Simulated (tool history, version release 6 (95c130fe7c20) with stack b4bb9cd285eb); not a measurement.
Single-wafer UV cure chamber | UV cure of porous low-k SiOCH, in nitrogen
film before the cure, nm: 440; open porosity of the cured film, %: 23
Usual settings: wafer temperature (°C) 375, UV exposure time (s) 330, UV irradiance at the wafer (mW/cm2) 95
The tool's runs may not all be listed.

run,hour,wafer temperature (°C),UV exposure time (s),UV irradiance at the wafer (mW/cm2),loss of film thickness in the cure (%)
1,0,375,330,95,11.61
2,13.1,375,330,95,11.409
# hour 25.4: quartz window cleaned
3,27.7,375,330,95,11.756
4,36.9,375,450,95,13.206
5,43.9,375,450,95,13.122
6,65.7,375,330,95,11.783
7,78.2,375,330,95,11.484
8,90.5,375,330,95,11.615
9,104,375,330,95,11.643
10,114.1,388,330,95,11.91
# hour 125.5: quartz window cleaned
11,126,375,330,95,11.61
12,142.3,375,330,95,11.573
13,153.4,375,330,95,11.778
14,165.6,375,330,95,11.465
15,171.9,375,330,95,11.605
16,184.9,375,330,95,11.478
17,198.4,375,330,95,11.598
18,210.8,375,330,95,11.479
# hour 227.7: quartz window cleaned
19,228.2,375,330,95,11.491
20,234.9,375,330,95,11.75
21,246.9,381,165,121,9.446
22,263.3,375,500,131,15.022
23,276.8,375,330,95,11.344
24,282.9,357,330,115,12.108
25,292,375,330,95,11.395
26,304.6,361,330,95,11.325
27,317.3,386,330,95,11.719
# hour 339.6: quartz window cleaned
28,340.1,375,240,95,9.913
29,344.6,375,330,77,10.404
# hour 386.1: UV bulbs replaced
30,391.7,375,475,95,15.85
31,406.3,375,330,71,12.252
32,415.9,375,330,95,13.911
33,428.1,375,510,95,15.981
34,443.2,360,210,95,11.065

Run 35 comes next. What will it give?
# hour 455.4: quartz window cleaned
35,455.9,359,330,116,?

loss of film thickness in the cure (%): 14.315
Without the tool's hidden state the same run would have given loss of film thickness in the cure (%) 14.569.

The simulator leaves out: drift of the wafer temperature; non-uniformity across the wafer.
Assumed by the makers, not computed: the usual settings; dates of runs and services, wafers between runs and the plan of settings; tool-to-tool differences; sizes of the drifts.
